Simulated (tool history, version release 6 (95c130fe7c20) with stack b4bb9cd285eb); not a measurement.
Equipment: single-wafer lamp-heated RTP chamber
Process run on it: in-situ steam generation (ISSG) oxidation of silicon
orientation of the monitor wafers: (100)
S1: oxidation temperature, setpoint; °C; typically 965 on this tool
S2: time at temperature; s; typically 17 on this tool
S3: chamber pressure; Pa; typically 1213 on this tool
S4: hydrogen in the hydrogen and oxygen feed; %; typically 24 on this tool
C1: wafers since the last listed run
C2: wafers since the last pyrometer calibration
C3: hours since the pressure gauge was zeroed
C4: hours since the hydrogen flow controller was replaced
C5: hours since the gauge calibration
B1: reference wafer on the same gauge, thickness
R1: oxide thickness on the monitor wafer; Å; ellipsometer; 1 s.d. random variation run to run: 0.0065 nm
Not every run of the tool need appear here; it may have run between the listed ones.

run 1 hour=0.0 | S1=959 S2=17 S3=1213 S4=20 | C1=0 C2=6138 C3=4750.0 C4=2450.6 C5=304.1 | B1=5.090 | R1=41.53
run 2 hour=32.0 | S1=959 S2=17 S3=1213 S4=20 | C1=331 C2=6470 C3=4782.0 C4=2482.6 C5=336.1 | B1=5.093 | R1=41.60
run 3 hour=61.5 | S1=965 S2=17 S3=1213 S4=24 | C1=305 C2=6776 C3=4811.5 C4=2512.1 C5=365.6 | B1=5.090 | R1=44.23
run 4 hour=92.6 | S1=965 S2=17 S3=1213 S4=24 | C1=322 C2=7098 C3=4842.6 C4=2543.2 C5=396.7 | B1=5.090 | R1=44.26
run 5 hour=122.4 | S1=965 S2=17 S3=1213 S4=24 | C1=309 C2=7407 C3=4872.4 C4=2573.0 C5=426.5 | B1=5.089 | R1=44.11
run 6 hour=137.7 | S1=965 S2=19 S3=1213 S4=24 | C1=158 C2=7566 C3=4887.7 C4=2588.3 C5=441.8 | B1=5.089 | R1=46.30
run 7 hour=153.9 | S1=965 S2=19 S3=1213 S4=24 | C1=168 C2=7734 C3=4903.9 C4=2604.5 C5=458.0 | B1=5.086 | R1=46.27
run 8 hour=169.4 | S1=971 S2=17 S3=1213 S4=24 | C1=160 C2=7895 C3=4919.4 C4=2620.0 C5=473.5 | B1=5.091 | R1=45.03
run 9 hour=202.4 | S1=965 S2=17 S3=1360 S4=27 | C1=342 C2=8237 C3=4952.4 C4=2653.0 C5=506.5 | B1=5.090 | R1=44.35
run 10 hour=224.4 | S1=978 S2=23 S3=1333 S4=30 | C1=228 C2=8465 C3=4974.4 C4=2675.0 C5=528.5 | B1=5.090 | R1=54.63
-- hour=246.9 pyrometer window cleaned and pyrometer calibrated
-- hour=261.4 gauge calibrated
run 11 hour=280.8 | S1=965 S2=17 S3=1213 S4=24 | C1=501 C2=351 C3=5030.8 C4=2731.4 C5=19.4 | B1=5.092 | R1=43.53
run 12 hour=293.5 | S1=965 S2=22 S3=1213 S4=24 | C1=131 C2=483 C3=5043.5 C4=2744.1 C5=32.1 | B1=5.090 | R1=48.42
-- hour=362.2 pressure gauge zeroed
-- hour=395.1 hydrogen flow controller replaced
run 13 hour=395.6 | S1=984 S2=17 S3=1280 S4=24 | C1=892 C2=1376 C3=33.4 C4=0.5 C5=134.2 | B1=5.093 | R1=46.06
run 14 hour=418.5 | S1=955 S2=17 S3=1213 S4=24 | C1=237 C2=1613 C3=56.3 C4=23.4 C5=157.1 | B1=5.092 | R1=42.42
run 15 hour=453.1 | S1=965 S2=17 S3=1213 S4=24 | C1=358 C2=1972 C3=90.9 C4=58.0 C5=191.7 | B1=5.089 | R1=43.73
run 16 hour=478.7 | S1=965 S2=11 S3=1213 S4=24 | C1=265 C2=2238 C3=116.5 C4=83.6 C5=217.3 | B1=5.090 | R1=36.91
run 17 hour=510.7 | S1=965 S2=17 S3=1213 S4=24 | C1=331 C2=2570 C3=148.5 C4=115.6 C5=249.3 | B1=5.090 | R1=43.79

Alternative continuations, all from the tool just after run 17; predict every row:
run A hour=511.1 | S1=975 S2=17 S3=1213 S4=24 | C1=4 C2=2574 C3=148.9 C4=116.0 C5=249.7 | B1=? | R1=?
run B hour=511.1 | S1=965 S2=21 S3=1053 S4=24 | C1=4 C2=2574 C3=148.9 C4=116.0 C5=249.7 | B1=? | R1=?
run C hour=511.1 | S1=957 S2=11 S3=1213 S4=21 | C1=4 C2=2574 C3=148.9 C4=116.0 C5=249.7 | B1=? | R1=?
run D hour=511.1 | S1=947 S2=17 S3=1107 S4=24 | C1=4 C2=2574 C3=148.9 C4=116.0 C5=249.7 | B1=? | R1=?

run=A B1=5.090 R1=45.47
run=B B1=5.090 R1=48.58
run=C B1=5.090 R1=35.11
run=D B1=5.090 R1=42.05
Had the tool no hidden state, the same runs would have come out as:
run=A R1=44.88
run=B R1=47.95
run=C R1=34.77
run=D R1=41.59
